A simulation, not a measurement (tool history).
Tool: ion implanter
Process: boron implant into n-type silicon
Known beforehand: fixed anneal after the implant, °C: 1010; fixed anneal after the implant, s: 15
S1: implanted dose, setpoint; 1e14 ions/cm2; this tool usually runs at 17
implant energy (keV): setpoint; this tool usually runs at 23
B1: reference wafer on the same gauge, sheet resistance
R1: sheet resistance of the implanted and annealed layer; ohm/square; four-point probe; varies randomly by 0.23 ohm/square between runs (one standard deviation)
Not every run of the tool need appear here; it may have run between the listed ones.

Run 1, hour 0: usual settings but S1 18.17 1e14 ions/cm2; B1 97.79. Result: R1 79.77 ohm/square.
Run 2, hour 67.2: usual settings; B1 97.82. Result: R1 82.87 ohm/square.
Run 3, hour 138.8: usual settings but S1 14.07 1e14 ions/cm2; B1 97.79. Result: R1 93.21 ohm/square.
Run 4, hour 210.3: usual settings; B1 97.85. Result: R1 82.03 ohm/square.
Run 5, hour 274.2: usual settings; B1 97.78. Result: R1 81.8 ohm/square.
Run 6, hour 335.7: usual settings; B1 97.83. Result: R1 81.58 ohm/square.
Run 7, hour 550.8: usual settings but implant energy (keV) 27; B1 97.74. Result: R1 78.77 ohm/square.
At hour 625.4: gauge calibrated.
Run 8, hour 732.4: usual settings but S1 18.92 1e14 ions/cm2; B1 97.84. Result: R1 75.77 ohm/square.
Run 9, hour 784.1: usual settings but S1 18.92 1e14 ions/cm2; B1 97.73. Result: R1 75.63 ohm/square.
Run 10, hour 827.8: usual settings; B1 97.83. Result: R1 80.56 ohm/square.
Run 11, hour 870.2: usual settings; B1 97.8. Result: R1 80.68 ohm/square.
Run 12, hour 925: usual settings; B1 97.77. Result: R1 80.67 ohm/square.
Run 13, hour 977.8: usual settings; B1 97.73. Result: R1 81 ohm/square.
Run 14, hour 1038: usual settings; B1 97.84. Result: R1 80.58 ohm/square.
Run 15, hour 1099.2: usual settings; B1 97.78. Result: R1 80.55 ohm/square.
Run 16, hour 1126.9: usual settings but implant energy (keV) 30.5; B1 97.82. Result: R1 76.81 ohm/square.
Run 17, hour 1167.9: usual settings but implant energy (keV) 20.5; B1 97.79. Result: R1 82.25 ohm/square.
Run 18, hour 1223.6: usual settings; B1 97.83. Result: R1 80.47 ohm/square.
At hour 1239.5: extraction supply calibrated.
Run 19, hour 1249.4: usual settings but S1 19.79 1e14 ions/cm2, implant energy (keV) 20.5; B1 97.78. Result: R1 76.5 ohm/square.
At hour 1287.6: Faraday cup replaced and dose calibrated.
Run 20, hour 1313.7: usual settings but implant energy (keV) 30.5; B1 97.74. Result: R1 79.14 ohm/square.
Run 21, hour 1355.2: usual settings; B1 97.83. Result: R1 82.27 ohm/square.
Run 22, hour 1408.5: usual settings but S1 15.59 1e14 ions/cm2, implant energy (keV) 25.5; B1 97.88. Result: R1 85.61 ohm/square.
Run 23, hour 1599.1: usual settings but S1 14.37 1e14 ions/cm2, implant energy (keV) 16.5; B1 97.78. Result: R1 96.86 ohm/square.
Run 24, hour 1670.3: usual settings but S1 18.63 1e14 ions/cm2, implant energy (keV) 20; B1 97.81. Result: R1 79.87 ohm/square.
Run 25, hour 1719.4: usual settings but S1 18.99 1e14 ions/cm2, implant energy (keV) 21; B1 97.8. Result: R1 78.12 ohm/square.
Run 26, hour 1767: usual settings but S1 19.42 1e14 ions/cm2; B1 97.74. Result: R1 74.93 ohm/square.
Run 27, hour 1791.3: usual settings but S1 21.66 1e14 ions/cm2, implant energy (keV) 30.5; B1 97.78. Result: R1 66.29 ohm/square.
Run 28, hour 1849.7: usual settings; B1 97.82. Result: R1 81.49 ohm/square.
Run 29, hour 1919.9: usual settings but S1 13.13 1e14 ions/cm2, implant energy (keV) 26; B1 97.81. Result: R1 95.4 ohm/square.
Run 30, hour 1963.4: usual settings; B1 97.78. Result: R1 80.28 ohm/square.
Run 31, hour 2015.4: usual settings but S1 19.98 1e14 ions/cm2, implant energy (keV) 27.5; B1 97.83. Result: R1 70.42 ohm/square.
Run 32, hour 2164.1: usual settings but implant energy (keV) 15; B1 97.85. Result: R1 90.07 ohm/square.
Run 33, hour 2215.7: usual settings but S1 15.04 1e14 ions/cm2, implant energy (keV) 27.5; B1 97.77. Result: R1 85.21 ohm/square.
Run 34, hour 2257.7: usual settings; B1 97.77. Result: R1 80.43 ohm/square.
Run 35, hour 2281.9: usual settings but S1 12.84 1e14 ions/cm2, implant energy (keV) 15.5; B1 97.81. Result: R1 104.18 ohm/square.
Run 36, hour 2346.6: usual settings but implant energy (keV) 15.5; B1 97.81. Result: R1 89.21 ohm/square.

Below are 5 alternative next runs, each starting from the tool's condition after run 36. Predict each:
Run A, hour 2347: usual settings; B1 ?. Result: R1 ?.
Run B, hour 2347: usual settings but S1 12.89 1e14 ions/cm2, implant energy (keV) 29.5; B1 ?. Result: R1 ?.
Run C, hour 2347: usual settings but S1 12.06 1e14 ions/cm2, implant energy (keV) 20.5; B1 ?. Result: R1 ?.
Run D, hour 2347: usual settings but S1 14.58 1e14 ions/cm2; B1 ?. Result: R1 ?.
Run E, hour 2347: usual settings but S1 13.21 1e14 ions/cm2, implant energy (keV) 30; B1 ?. Result: R1 ?.

run     B1      R1
  A  97.81   80.57
  B  97.81   94.83
  C  97.81  103.48
  D  97.81   89.03
  E  97.81   92.92
Take away the tool's hidden state, keep each run's random variation, and the runs would have read:
run      R1
  A   82.84
  B   98.17
  C  106.95
  D   91.81
  E   96.18
